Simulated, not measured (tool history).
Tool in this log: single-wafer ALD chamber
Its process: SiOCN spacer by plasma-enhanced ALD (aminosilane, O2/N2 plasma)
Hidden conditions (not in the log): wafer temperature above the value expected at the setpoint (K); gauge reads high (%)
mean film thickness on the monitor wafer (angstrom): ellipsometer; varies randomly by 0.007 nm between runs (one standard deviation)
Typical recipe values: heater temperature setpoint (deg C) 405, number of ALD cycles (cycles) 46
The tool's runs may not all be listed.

run	day	heater temperature setpoint (deg C)	number of ALD cycles (cycles)	wafers since the last listed run	hours since the last thermocouple change	hours since the gauge calibration	read-back reference wafer on the same gauge, thickness_nm	mean film thickness on the monitor wafer (angstrom)
1	0.000	405	46	0	2657.8	591.7	2.975	27.84
2	2.042	405	46	251	2706.8	640.7	2.973	27.76
3	5.529	405	46	428	2790.5	724.4	2.968	27.98
4	8.267	405	46	336	2856.2	790.1	2.971	27.84
5	9.771	396	46	184	2892.3	826.2	2.965	28.21
6	13.654	405	43	477	2985.5	919.4	2.962	25.95
7	16.192	405	43	311	3046.4	980.3	2.961	25.99
# day 25.604: thermocouple changed; heater temperature recalibrated
8	28.258	401	46	1442	63.7	1269.9	2.953	28.01
# day 28.992: gauge calibrated
9	32.008	394	50	461	153.7	72.4	2.993	31.09
10	34.729	396	49	334	219.0	137.7	2.992	30.33
11	38.004	419	40	402	297.6	216.3	2.991	23.10
12	42.408	405	46	541	403.3	322.0	2.986	27.87
13	45.038	410	40	323	466.4	385.1	2.982	23.88
14	48.775	405	43	459	556.1	474.8	2.979	25.99
15	51.746	405	46	365	627.4	546.1	2.979	27.93
16	54.108	412	41	290	684.1	602.8	2.974	24.28
17	55.683	390	41	193	721.9	640.6	2.974	25.24

Consider 5 possible next runs. They are alternatives, not a sequence: every one starts from the tool as it was left by run 17. What does each give?
A	55.704	405	48	2	722.4	641.1	?	?
B	55.704	409	49	2	722.4	641.1	?	?
C	55.704	418	38	2	722.4	641.1	?	?
D	55.704	409	46	2	722.4	641.1	?	?
E	55.704	420	53	2	722.4	641.1	?	?

run	read-back reference wafer on the same gauge, thickness_nm	mean film thickness on the monitor wafer (angstrom)
A	2.971	29.06
B	2.971	29.26
C	2.971	21.97
D	2.971	27.47
E	2.971	30.42
Without the tool's unlogged condition, the same runs would have read:
run	mean film thickness on the monitor wafer (angstrom)
A	29.33
B	29.52
C	22.17
D	27.71
E	30.69
